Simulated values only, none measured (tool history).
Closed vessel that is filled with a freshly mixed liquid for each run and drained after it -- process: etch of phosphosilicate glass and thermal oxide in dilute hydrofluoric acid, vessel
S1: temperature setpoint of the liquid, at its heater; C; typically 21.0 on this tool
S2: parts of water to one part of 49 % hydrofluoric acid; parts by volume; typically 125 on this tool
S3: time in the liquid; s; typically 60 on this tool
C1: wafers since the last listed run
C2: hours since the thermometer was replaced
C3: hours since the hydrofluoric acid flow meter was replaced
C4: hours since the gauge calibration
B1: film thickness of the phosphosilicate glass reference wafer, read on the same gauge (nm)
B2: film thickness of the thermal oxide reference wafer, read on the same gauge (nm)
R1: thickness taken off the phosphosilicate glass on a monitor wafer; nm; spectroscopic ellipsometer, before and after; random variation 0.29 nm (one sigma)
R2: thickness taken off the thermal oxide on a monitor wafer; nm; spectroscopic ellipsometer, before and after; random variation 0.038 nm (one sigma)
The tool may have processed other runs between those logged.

{"run": 1, "hour": 0.0, "S1": 21.0, "S2": 125, "S3": 60, "C1": 0, "C2": 657.7, "C3": 982.9, "C4": 609.0, "B1": 29.98, "B2": 130.033, "R1": 32.92, "R2": 2.072}
{"run": 2, "hour": 13.2, "S1": 21.0, "S2": 125, "S3": 60, "C1": 1139, "C2": 670.9, "C3": 996.1, "C4": 622.2, "B1": 29.98, "B2": 129.955, "R1": 32.99, "R2": 2.085}
{"hour": 88.1, "done": "thermometer replaced"}
{"run": 3, "hour": 94.4, "S1": 21.0, "S2": 125, "S3": 60, "C1": 6924, "C2": 6.3, "C3": 1077.3, "C4": 703.4, "B1": 29.99, "B2": 129.979, "R1": 34.61, "R2": 2.198}
{"run": 4, "hour": 128.0, "S1": 21.0, "S2": 125, "S3": 60, "C1": 2901, "C2": 39.9, "C3": 1110.9, "C4": 737.0, "B1": 30.02, "B2": 130.028, "R1": 35.06, "R2": 2.17}
{"run": 5, "hour": 154.7, "S1": 21.0, "S2": 125, "S3": 60, "C1": 2305, "C2": 66.6, "C3": 1137.6, "C4": 763.7, "B1": 30.04, "B2": 129.958, "R1": 35.65, "R2": 2.207}
{"run": 6, "hour": 179.1, "S1": 21.0, "S2": 125, "S3": 60, "C1": 2106, "C2": 91.0, "C3": 1162.0, "C4": 788.1, "B1": 30.04, "B2": 129.999, "R1": 34.86, "R2": 2.164}
{"hour": 196.3, "done": "hydrofluoric acid flow meter replaced"}
{"run": 7, "hour": 197.6, "S1": 21.0, "S2": 95, "S3": 80, "C1": 1511, "C2": 109.5, "C3": 1.3, "C4": 806.6, "B1": 29.93, "B2": 130.034, "R1": 58.58, "R2": 3.666}
{"run": 8, "hour": 224.7, "S1": 17.0, "S2": 75, "S3": 90, "C1": 2339, "C2": 136.6, "C3": 28.4, "C4": 833.7, "B1": 30.0, "B2": 130.004, "R1": 71.43, "R2": 4.625}
{"run": 9, "hour": 241.6, "S1": 21.0, "S2": 125, "S3": 70, "C1": 1459, "C2": 153.5, "C3": 45.3, "C4": 850.6, "B1": 29.99, "B2": 129.968, "R1": 37.14, "R2": 2.307}
{"run": 10, "hour": 260.0, "S1": 23.5, "S2": 125, "S3": 30, "C1": 1588, "C2": 171.9, "C3": 63.7, "C4": 869.0, "B1": 30.01, "B2": 130.005, "R1": 17.96, "R2": 1.126}
{"run": 11, "hour": 275.7, "S1": 23.0, "S2": 180, "S3": 50, "C1": 1355, "C2": 187.6, "C3": 79.4, "C4": 884.7, "B1": 29.99, "B2": 130.013, "R1": 19.23, "R2": 1.252}
{"hour": 283.5, "done": "gauge calibrated"}
{"run": 12, "hour": 302.0, "S1": 21.0, "S2": 125, "S3": 60, "C1": 2270, "C2": 213.9, "C3": 105.7, "C4": 18.5, "B1": 30.05, "B2": 129.983, "R1": 32.28, "R2": 2.084}
{"run": 13, "hour": 326.7, "S1": 25.0, "S2": 140, "S3": 60, "C1": 2132, "C2": 238.6, "C3": 130.4, "C4": 43.2, "B1": 29.93, "B2": 129.99, "R1": 33.21, "R2": 2.051}
{"run": 14, "hour": 362.1, "S1": 21.0, "S2": 125, "S3": 60, "C1": 3056, "C2": 274.0, "C3": 165.8, "C4": 78.6, "B1": 30.03, "B2": 130.0, "R1": 31.76, "R2": 2.028}
{"run": 15, "hour": 433.9, "S1": 18.0, "S2": 160, "S3": 60, "C1": 6199, "C2": 345.8, "C3": 237.6, "C4": 150.4, "B1": 29.99, "B2": 130.015, "R1": 21.43, "R2": 1.349}
{"run": 16, "hour": 463.9, "S1": 21.0, "S2": 150, "S3": 60, "C1": 2590, "C2": 375.8, "C3": 267.6, "C4": 180.4, "B1": 30.02, "B2": 130.049, "R1": 26.24, "R2": 1.662}
{"run": 17, "hour": 493.7, "S1": 23.5, "S2": 75, "S3": 85, "C1": 2573, "C2": 405.6, "C3": 297.4, "C4": 210.2, "B1": 30.0, "B2": 129.987, "R1": 88.82, "R2": 5.64}
{"run": 18, "hour": 529.7, "S1": 21.0, "S2": 125, "S3": 60, "C1": 3108, "C2": 441.6, "C3": 333.4, "C4": 246.2, "B1": 29.94, "B2": 130.006, "R1": 32.19, "R2": 2.006}
{"run": 19, "hour": 552.9, "S1": 18.0, "S2": 125, "S3": 60, "C1": 2003, "C2": 464.8, "C3": 356.6, "C4": 269.4, "B1": 29.95, "B2": 129.981, "R1": 28.26, "R2": 1.801}
{"run": 20, "hour": 577.0, "S1": 21.0, "S2": 125, "S3": 60, "C1": 2080, "C2": 488.9, "C3": 380.7, "C4": 293.5, "B1": 30.06, "B2": 130.012, "R1": 31.93, "R2": 2.037}
{"run": 21, "hour": 676.4, "S1": 21.0, "S2": 170, "S3": 60, "C1": 8582, "C2": 588.3, "C3": 480.1, "C4": 392.9, "B1": 29.95, "B2": 129.985, "R1": 22.38, "R2": 1.44}
{"run": 22, "hour": 689.6, "S1": 21.0, "S2": 125, "S3": 60, "C1": 1139, "C2": 601.5, "C3": 493.3, "C4": 406.1, "B1": 29.99, "B2": 130.002, "R1": 32.0, "R2": 2.021}
{"run": 23, "hour": 714.6, "S1": 19.5, "S2": 125, "S3": 90, "C1": 2158, "C2": 626.5, "C3": 518.3, "C4": 431.1, "B1": 29.98, "B2": 130.042, "R1": 45.38, "R2": 2.886}
{"hour": 791.6, "done": "thermometer replaced"}
{"run": 24, "hour": 818.9, "S1": 17.5, "S2": 180, "S3": 90, "C1": 8919, "C2": 27.3, "C3": 622.6, "C4": 535.4, "B1": 29.97, "B2": 130.005, "R1": 29.42, "R2": 1.811}

Each row is a separate what-if for the run after 24, all from the same tool condition, not one after another. Results?
{"run": "A", "hour": 819.6, "S1": 17.0, "S2": 125, "S3": 60, "C1": 60, "C2": 28.0, "C3": 623.3, "C4": 536.1, "B1": "?", "B2": "?", "R1": "?", "R2": "?"}
{"run": "B", "hour": 819.6, "S1": 25.0, "S2": 80, "S3": 35, "C1": 60, "C2": 28.0, "C3": 623.3, "C4": 536.1, "B1": "?", "B2": "?", "R1": "?", "R2": "?"}
{"run": "C", "hour": 819.6, "S1": 25.5, "S2": 75, "S3": 45, "C1": 60, "C2": 28.0, "C3": 623.3, "C4": 536.1, "B1": "?", "B2": "?", "R1": "?", "R2": "?"}
{"run": "D", "hour": 819.6, "S1": 21.0, "S2": 90, "S3": 60, "C1": 60, "C2": 28.0, "C3": 623.3, "C4": 536.1, "B1": "?", "B2": "?", "R1": "?", "R2": "?"}
{"run": "E", "hour": 819.6, "S1": 22.5, "S2": 125, "S3": 45, "C1": 60, "C2": 28.0, "C3": 623.3, "C4": 536.1, "B1": "?", "B2": "?", "R1": "?", "R2": "?"}

run=A B1=30.00 B2=130.020 R1=28.99 R2=1.783
run=B B1=30.00 B2=130.020 R1=38.49 R2=2.367
run=C B1=30.00 B2=130.020 R1=54.19 R2=3.332
run=D B1=30.00 B2=130.020 R1=49.28 R2=3.030
run=E B1=30.00 B2=130.020 R1=27.20 R2=1.673
What these runs would have given with no unlogged condition in the tool:
run=A R1=27.83 R2=1.712
run=B R1=36.98 R2=2.274
run=C R1=52.07 R2=3.202
run=D R1=47.35 R2=2.912
run=E R1=26.09 R2=1.604

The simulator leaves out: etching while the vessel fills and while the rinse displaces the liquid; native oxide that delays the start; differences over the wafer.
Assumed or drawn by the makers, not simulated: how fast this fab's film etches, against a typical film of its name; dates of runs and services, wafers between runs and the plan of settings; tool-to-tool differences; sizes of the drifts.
